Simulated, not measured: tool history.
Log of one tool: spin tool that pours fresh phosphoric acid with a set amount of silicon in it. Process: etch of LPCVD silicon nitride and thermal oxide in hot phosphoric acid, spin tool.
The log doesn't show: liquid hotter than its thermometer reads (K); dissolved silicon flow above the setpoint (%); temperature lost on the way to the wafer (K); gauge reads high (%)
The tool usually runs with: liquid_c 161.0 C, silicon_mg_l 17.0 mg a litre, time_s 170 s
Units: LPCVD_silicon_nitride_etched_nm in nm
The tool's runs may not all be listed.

| run | day | liquid_c | silicon_mg_l | time_s | wafers since the last listed run | hours since the thermometer was replaced | hours since the dissolved silicon flow meter was replaced | hours since the heated supply line was repaired | hours since the gauge calibration | read-back film thickness of the LPCVD silicon nitride reference wafer, read on the same gauge (nm) | LPCVD_silicon_nitride_etched_nm |
|---|---|---|---|---|---|---|---|---|---|---|---|
| 1 | 0.000 | 161.0 | 17.0 | 170 | 0 | 206.1 | 1108.4 | 765.1 | 1443.7 | 150.00 | 15.67 |
| 2 | 2.442 | 161.0 | 17.0 | 170 | 420 | 264.7 | 1167.0 | 823.7 | 1502.3 | 149.99 | 15.53 |
| 3 | 4.117 | 161.0 | 17.0 | 170 | 288 | 304.9 | 1207.2 | 863.9 | 1542.5 | 150.01 | 15.61 |
|  | 5.212 | gauge calibrated |
| 4 | 6.917 | 161.0 | 17.0 | 170 | 482 | 372.1 | 1274.4 | 931.1 | 40.9 | 150.00 | 15.71 |
|  | 8.271 | heated supply line repaired |
| 5 | 9.021 | 162.5 | 21.0 | 170 | 355 | 422.6 | 1324.9 | 18.0 | 91.4 | 150.04 | 16.59 |
| 6 | 11.746 | 162.5 | 21.0 | 170 | 469 | 488.0 | 1390.3 | 83.4 | 156.8 | 150.00 | 16.59 |
| 7 | 13.908 | 161.0 | 17.0 | 170 | 372 | 539.9 | 1442.2 | 135.3 | 208.7 | 150.01 | 15.88 |
| 8 | 15.046 | 162.5 | 7.5 | 75 | 195 | 567.2 | 1469.5 | 162.6 | 236.0 | 150.00 | 7.35 |
| 9 | 17.779 | 161.0 | 17.0 | 210 | 470 | 632.8 | 1535.1 | 228.2 | 301.6 | 150.01 | 19.62 |
| 10 | 18.933 | 161.0 | 20.5 | 170 | 198 | 660.5 | 1562.8 | 255.9 | 329.3 | 150.02 | 15.87 |
| 11 | 20.612 | 161.0 | 25.0 | 135 | 289 | 700.8 | 1603.1 | 296.2 | 369.6 | 150.00 | 12.62 |
|  | 22.996 | thermometer replaced |
| 12 | 23.579 | 161.0 | 28.0 | 100 | 503 | 14.0 | 1674.3 | 367.4 | 440.8 | 150.00 | 9.12 |
| 13 | 26.083 | 163.0 | 25.0 | 170 | 431 | 74.1 | 1734.4 | 427.5 | 500.9 | 149.98 | 16.51 |
| 14 | 29.133 | 161.0 | 17.0 | 170 | 525 | 147.3 | 1807.6 | 500.7 | 574.1 | 149.99 | 15.57 |
|  | 30.896 | dissolved silicon flow meter replaced |
| 15 | 31.375 | 161.0 | 17.0 | 170 | 378 | 201.1 | 11.5 | 554.5 | 627.9 | 150.00 | 15.61 |
| 16 | 32.875 | 159.5 | 24.0 | 200 | 258 | 237.1 | 47.5 | 590.5 | 663.9 | 150.01 | 17.48 |
| 17 | 33.942 | 161.0 | 25.5 | 170 | 183 | 262.7 | 73.1 | 616.1 | 689.5 | 150.00 | 15.56 |
| 18 | 36.525 | 161.0 | 17.0 | 170 | 444 | 324.7 | 135.1 | 678.1 | 751.5 | 150.00 | 15.68 |
| 19 | 39.388 | 161.0 | 17.0 | 230 | 492 | 393.4 | 203.8 | 746.8 | 820.2 | 150.01 | 21.11 |
| 20 | 40.412 | 161.0 | 17.0 | 170 | 176 | 418.0 | 228.4 | 771.4 | 844.8 | 149.99 | 15.62 |
| 21 | 42.733 | 159.5 | 26.0 | 170 | 399 | 473.7 | 284.1 | 827.1 | 900.5 | 149.99 | 14.88 |
| 22 | 45.196 | 161.0 | 17.0 | 170 | 424 | 532.8 | 343.2 | 886.2 | 959.6 | 150.01 | 15.83 |

Hidden state or all else? Some run-to-run changes of LPCVD_silicon_nitride_etched_nm, split into what the settings, what came in and random variation would give without the hidden state, and what is left for the hidden state (with any gauge scatter that isn't in both results):
Run 7 -> 8: liquid_c 161.0 -> 162.5, silicon_mg_l 17.0 -> 7.5, time_s 170 -> 75. LPCVD_silicon_nitride_etched_nm -8.53 nm: hidden state -0.21, all else -8.32.
Run 8 -> 9: liquid_c 162.5 -> 161.0, silicon_mg_l 7.5 -> 17.0, time_s 75 -> 210. LPCVD_silicon_nitride_etched_nm +12.27 nm: hidden state +0.40, all else +11.87.
Run 11 -> 12: silicon_mg_l 25.0 -> 28.0, time_s 135 -> 100, thermometer replaced. LPCVD_silicon_nitride_etched_nm -3.50 nm: hidden state -0.39, all else -3.11.

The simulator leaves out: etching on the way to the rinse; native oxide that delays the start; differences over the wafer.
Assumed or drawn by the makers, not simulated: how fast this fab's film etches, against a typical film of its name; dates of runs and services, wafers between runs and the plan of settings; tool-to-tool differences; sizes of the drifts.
